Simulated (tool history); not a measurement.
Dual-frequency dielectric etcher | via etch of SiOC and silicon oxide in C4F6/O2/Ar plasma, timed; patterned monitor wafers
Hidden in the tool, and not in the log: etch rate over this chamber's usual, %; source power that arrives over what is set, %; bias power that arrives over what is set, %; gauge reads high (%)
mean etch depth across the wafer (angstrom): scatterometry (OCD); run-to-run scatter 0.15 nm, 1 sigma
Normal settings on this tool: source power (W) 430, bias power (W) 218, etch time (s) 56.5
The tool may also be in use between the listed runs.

| run | hour | source power (W) | bias power (W) | etch time (s) | wafers since the last listed run | hours since the last wet clean | hours since the last source power generator calibration | hours since the last bias power generator calibration | hours since the last upper electrode change | hours since the gauge calibration | read-back reference wafer on the same gauge, depth_nm | mean etch depth across the wafer (angstrom) |
|---|---|---|---|---|---|---|---|---|---|---|---|---|
| 1 | 0 | 430 | 218 | 56.5 | 0 | 433.7 | 2509.7 | 860.8 | 4821.7 | 822.9 | 65.6 | 661 |
|  | 34.5 | wet clean of the chamber |
| 2 | 179.4 | 430 | 218 | 56.5 | 2364 | 144.9 | 2689.1 | 1040.2 | 5001.1 | 1002.3 | 65.5 | 662 |
| 3 | 230.2 | 430 | 218 | 56.5 | 772 | 195.7 | 2739.9 | 1091 | 5051.9 | 1053.1 | 65.5 | 658 |
| 4 | 291 | 430 | 236 | 56.5 | 925 | 256.5 | 2800.7 | 1151.8 | 5112.7 | 1113.9 | 65.5 | 689 |
| 5 | 331.5 | 430 | 218 | 69.5 | 616 | 297 | 2841.2 | 1192.3 | 5153.2 | 1154.4 | 65.5 | 815 |
| 6 | 384.5 | 430 | 218 | 69.5 | 806 | 350 | 2894.2 | 1245.3 | 5206.2 | 1207.4 | 65.5 | 814 |
|  | 436.1 | wet clean of the chamber |
|  | 437.8 | source power generator calibrated |
| 7 | 443.1 | 430 | 218 | 69.5 | 500 | 7 | 5.3 | 1303.9 | 5264.8 | 1266 | 65.5 | 814 |
|  | 469.3 | upper electrode replaced, of another model than before |
| 8 | 491.5 | 430 | 218 | 56.5 | 371 | 55.4 | 53.7 | 1352.3 | 22.2 | 1314.4 | 65.5 | 656 |
| 9 | 535.8 | 430 | 218 | 56.5 | 674 | 99.7 | 98 | 1396.6 | 66.5 | 1358.7 | 65.6 | 655 |
| 10 | 564.3 | 430 | 218 | 56.5 | 433 | 128.2 | 126.5 | 1425.1 | 95 | 1387.2 | 65.5 | 656 |
| 11 | 592.9 | 430 | 218 | 56.5 | 435 | 156.8 | 155.1 | 1453.7 | 123.6 | 1415.8 | 65.5 | 656 |
| 12 | 628.6 | 430 | 218 | 56.5 | 543 | 192.5 | 190.8 | 1489.4 | 159.3 | 1451.5 | 65.5 | 656 |
| 13 | 672.9 | 430 | 218 | 56.5 | 674 | 236.8 | 235.1 | 1533.7 | 203.6 | 1495.8 | 65.5 | 656 |
| 14 | 709.1 | 430 | 218 | 56.5 | 550 | 273 | 271.3 | 1569.9 | 239.8 | 1532 | 65.5 | 657 |
| 15 | 733.4 | 530 | 218 | 47 | 369 | 297.3 | 295.6 | 1594.2 | 264.1 | 1556.3 | 65.5 | 644 |
| 16 | 758.7 | 430 | 218 | 56.5 | 384 | 322.6 | 320.9 | 1619.5 | 289.4 | 1581.6 | 65.5 | 654 |
| 17 | 827.2 | 430 | 174 | 62 | 1042 | 391.1 | 389.4 | 1688 | 357.9 | 1650.1 | 65.5 | 675 |
|  | 833.2 | bias power generator calibrated |
| 18 | 863.1 | 480 | 251 | 56.5 | 485 | 427 | 425.3 | 29.9 | 393.8 | 1686 | 65.6 | 744 |
|  | 925.4 | wet clean of the chamber |
| 19 | 934.8 | 430 | 218 | 56.5 | 725 | 9.4 | 497 | 101.6 | 465.5 | 1757.7 | 65.5 | 650 |
|  | 937.8 | gauge calibrated |
| 20 | 999.9 | 430 | 218 | 56.5 | 990 | 74.5 | 562.1 | 166.7 | 530.6 | 62.1 | 65.5 | 650 |
| 21 | 1041.7 | 430 | 218 | 56.5 | 636 | 116.3 | 603.9 | 208.5 | 572.4 | 103.9 | 65.5 | 652 |
| 22 | 1068.5 | 340 | 218 | 64.5 | 407 | 143.1 | 630.7 | 235.3 | 599.2 | 130.7 | 65.5 | 575 |
| 23 | 1098 | 430 | 218 | 56.5 | 448 | 172.6 | 660.2 | 264.8 | 628.7 | 160.2 | 65.5 | 650 |
| 24 | 1159.5 | 430 | 218 | 61 | 935 | 234.1 | 721.7 | 326.3 | 690.2 | 221.7 | 65.5 | 704 |
| 25 | 1191.8 | 330 | 238 | 40.5 | 491 | 266.4 | 754 | 358.6 | 722.5 | 254 | 65.5 | 355 |
| 26 | 1257.9 | 340 | 175 | 56.5 | 1005 | 332.5 | 820.1 | 424.7 | 788.6 | 320.1 | 65.5 | 472 |
| 27 | 1322.8 | 500 | 252 | 65.5 | 987 | 397.4 | 885 | 489.6 | 853.5 | 385 | 65.5 | 897 |
|  | 1355.8 | wet clean of the chamber |
| 28 | 1376.8 | 430 | 218 | 73.5 | 456 | 21 | 939 | 543.6 | 907.5 | 439 | 65.5 | 849 |
| 29 | 1431.7 | 480 | 179 | 69.5 | 835 | 75.9 | 993.9 | 598.5 | 962.4 | 493.9 | 65.5 | 835 |
| 30 | 1460.4 | 330 | 218 | 47 | 436 | 104.6 | 1022.6 | 627.2 | 991.1 | 522.6 | 65.5 | 401 |

Each run again, without the hidden state but with its own random variation kept:
| run | mean etch depth across the wafer (angstrom) |
|---|---|
| 1 | 650 |
| 2 | 651 |
| 3 | 646 |
| 4 | 676 |
| 5 | 800 |
| 6 | 799 |
| 7 | 799 |
| 8 | 649 |
| 9 | 648 |
| 10 | 649 |
| 11 | 649 |
| 12 | 649 |
| 13 | 649 |
| 14 | 650 |
| 15 | 637 |
| 16 | 647 |
| 17 | 668 |
| 18 | 744 |
| 19 | 650 |
| 20 | 648 |
| 21 | 650 |
| 22 | 573 |
| 23 | 648 |
| 24 | 700 |
| 25 | 353 |
| 26 | 469 |
| 27 | 892 |
| 28 | 844 |
| 29 | 830 |
| 30 | 398 |

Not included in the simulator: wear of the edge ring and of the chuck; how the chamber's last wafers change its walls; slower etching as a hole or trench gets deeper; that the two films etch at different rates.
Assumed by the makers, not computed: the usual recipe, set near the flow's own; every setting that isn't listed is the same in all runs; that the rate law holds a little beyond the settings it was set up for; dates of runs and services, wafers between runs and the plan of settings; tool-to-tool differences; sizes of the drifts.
